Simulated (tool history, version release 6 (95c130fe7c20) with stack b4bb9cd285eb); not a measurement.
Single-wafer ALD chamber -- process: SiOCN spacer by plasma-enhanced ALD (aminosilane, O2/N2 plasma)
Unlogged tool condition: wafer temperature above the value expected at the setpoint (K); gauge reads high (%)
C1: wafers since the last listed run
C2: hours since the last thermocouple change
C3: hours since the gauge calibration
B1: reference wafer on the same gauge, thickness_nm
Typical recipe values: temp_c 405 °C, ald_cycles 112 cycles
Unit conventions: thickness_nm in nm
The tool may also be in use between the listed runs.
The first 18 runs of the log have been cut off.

{"hour": 472.1, "done": "gauge calibrated"}
{"run": 19, "hour": 481.6, "temp_c": 415, "ald_cycles": 90, "C1": 38, "C2": 2963.6, "C3": 9.5, "B1": 5.572, "thickness_nm": 4.956}
{"run": 20, "hour": 495.1, "temp_c": 400, "ald_cycles": 99, "C1": 20, "C2": 2977.1, "C3": 23.0, "B1": 5.57, "thickness_nm": 5.703}
{"hour": 512.3, "done": "thermocouple changed; heater temperature recalibrated"}
{"run": 21, "hour": 519.5, "temp_c": 399, "ald_cycles": 133, "C1": 24, "C2": 7.2, "C3": 47.4, "B1": 5.573, "thickness_nm": 7.67}
{"run": 22, "hour": 546.5, "temp_c": 416, "ald_cycles": 97, "C1": 40, "C2": 34.2, "C3": 74.4, "B1": 5.572, "thickness_nm": 5.349}
{"run": 23, "hour": 563.7, "temp_c": 411, "ald_cycles": 130, "C1": 26, "C2": 51.4, "C3": 91.6, "B1": 5.572, "thickness_nm": 7.251}
{"run": 24, "hour": 584.5, "temp_c": 405, "ald_cycles": 112, "C1": 31, "C2": 72.2, "C3": 112.4, "B1": 5.572, "thickness_nm": 6.369}
{"run": 25, "hour": 619.8, "temp_c": 401, "ald_cycles": 132, "C1": 53, "C2": 107.5, "C3": 147.7, "B1": 5.568, "thickness_nm": 7.567}
{"run": 26, "hour": 632.8, "temp_c": 405, "ald_cycles": 112, "C1": 19, "C2": 120.5, "C3": 160.7, "B1": 5.568, "thickness_nm": 6.357}
{"run": 27, "hour": 652.6, "temp_c": 405, "ald_cycles": 112, "C1": 30, "C2": 140.3, "C3": 180.5, "B1": 5.566, "thickness_nm": 6.351}
{"run": 28, "hour": 665.5, "temp_c": 412, "ald_cycles": 129, "C1": 19, "C2": 153.2, "C3": 193.4, "B1": 5.568, "thickness_nm": 7.212}
{"run": 29, "hour": 698.0, "temp_c": 418, "ald_cycles": 102, "C1": 49, "C2": 185.7, "C3": 225.9, "B1": 5.561, "thickness_nm": 5.584}
{"run": 30, "hour": 722.0, "temp_c": 415, "ald_cycles": 112, "C1": 36, "C2": 209.7, "C3": 249.9, "B1": 5.558, "thickness_nm": 6.194}
{"run": 31, "hour": 755.6, "temp_c": 405, "ald_cycles": 112, "C1": 50, "C2": 243.3, "C3": 283.5, "B1": 5.556, "thickness_nm": 6.356}
{"run": 32, "hour": 791.5, "temp_c": 405, "ald_cycles": 118, "C1": 54, "C2": 279.2, "C3": 319.4, "B1": 5.55, "thickness_nm": 6.707}
{"run": 33, "hour": 827.1, "temp_c": 391, "ald_cycles": 112, "C1": 53, "C2": 314.8, "C3": 355.0, "B1": 5.548, "thickness_nm": 6.412}
{"run": 34, "hour": 842.2, "temp_c": 396, "ald_cycles": 112, "C1": 22, "C2": 329.9, "C3": 370.1, "B1": 5.547, "thickness_nm": 6.43}

Here are 3 independent what-if runs from the current tool condition. What would each one return?
{"run": "A", "hour": 842.8, "temp_c": 405, "ald_cycles": 112, "C1": 0, "C2": 330.5, "C3": 370.7, "B1": "?", "thickness_nm": "?"}
{"run": "B", "hour": 842.8, "temp_c": 397, "ald_cycles": 131, "C1": 0, "C2": 330.5, "C3": 370.7, "B1": "?", "thickness_nm": "?"}
{"run": "C", "hour": 842.8, "temp_c": 418, "ald_cycles": 123, "C1": 0, "C2": 330.5, "C3": 370.7, "B1": "?", "thickness_nm": "?"}

run=A B1=5.551 thickness_nm=6.330
run=B B1=5.551 thickness_nm=7.516
run=C B1=5.551 thickness_nm=6.709
The same runs, with their run-to-run variation unchanged, on a tool lacking any hidden condition would have given:
run=A thickness_nm=6.355
run=B thickness_nm=7.546
run=C thickness_nm=6.736
